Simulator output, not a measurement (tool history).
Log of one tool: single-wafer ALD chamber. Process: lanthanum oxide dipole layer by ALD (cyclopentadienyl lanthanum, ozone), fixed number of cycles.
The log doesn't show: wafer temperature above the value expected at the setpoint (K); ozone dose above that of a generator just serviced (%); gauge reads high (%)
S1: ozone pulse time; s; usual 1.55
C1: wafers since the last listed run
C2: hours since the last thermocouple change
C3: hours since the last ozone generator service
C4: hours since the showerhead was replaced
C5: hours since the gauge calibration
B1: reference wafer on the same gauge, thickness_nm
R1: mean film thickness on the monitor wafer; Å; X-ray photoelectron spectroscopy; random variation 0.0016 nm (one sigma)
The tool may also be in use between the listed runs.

run   hour    S1   C1      C2      C3      C4     C5   B1    R1
  1    0.0  1.80    0  1637.7  1141.6  5460.9  110.1  0.5  5.97
  2   17.7  1.80  412  1655.4  1159.3  5478.6  127.8  0.5  5.98
      27.5  -- gauge calibrated
  3   28.2  1.33  244  1665.9  1169.8  5489.1    0.7  0.5  5.59
  4   40.2  1.39  279  1677.9  1181.8  5501.1   12.7  0.5  5.63
  5   52.8  1.39  293  1690.5  1194.4  5513.7   25.3  0.5  5.66
  6   69.8  1.39  396  1707.5  1211.4  5530.7   42.3  0.5  5.67
  7   78.4  1.70  200  1716.1  1220.0  5539.3   50.9  0.5  5.86
      99.7  -- ozone generator serviced
  8  100.2  1.98  321  1737.9     0.5  5561.1   72.7  0.5  5.64
  9  110.9  1.37  249  1748.6    11.2  5571.8   83.4  0.5  5.09
 10  124.3  1.55  312  1762.0    24.6  5585.2   96.8  0.5  5.28
     134.4  -- ozone generator serviced, repeated, since the last time left the tool worse
 11  134.9  1.16   60  1772.6     0.5  5595.8  107.4  0.5  5.75
     147.1  -- showerhead replaced
     150.8  -- gauge calibrated
     155.1  -- thermocouple changed; heater temperature recalibrated
 12  162.2  1.33  264     7.1    27.8    15.1   11.4  0.5  5.90
 13  178.8  1.04  386    23.7    44.4    31.7   28.0  0.5  5.57
 14  191.8  1.83  302    36.7    57.4    44.7   41.0  0.5  6.14
 15  208.2  2.16  382    53.1    73.8    61.1   57.4  0.5  6.24

Forecast each of these 5 alternatives for the next run:
  A  208.6  1.26   9  53.5  74.2  61.5  57.8   ?   ?
  B  208.6  1.10   9  53.5  74.2  61.5  57.8   ?   ?
  C  208.6  2.09   9  53.5  74.2  61.5  57.8   ?   ?
  D  208.6  2.08   9  53.5  74.2  61.5  57.8   ?   ?
  E  208.6  1.77   9  53.5  74.2  61.5  57.8   ?   ?

run   B1    R1
  A  0.5  5.84
  B  0.5  5.68
  C  0.5  6.22
  D  0.5  6.22
  E  0.5  6.13
Without the tool's hidden state the same runs would have given:
run    R1
  A  5.84
  B  5.68
  C  6.22
  D  6.22
  E  6.14

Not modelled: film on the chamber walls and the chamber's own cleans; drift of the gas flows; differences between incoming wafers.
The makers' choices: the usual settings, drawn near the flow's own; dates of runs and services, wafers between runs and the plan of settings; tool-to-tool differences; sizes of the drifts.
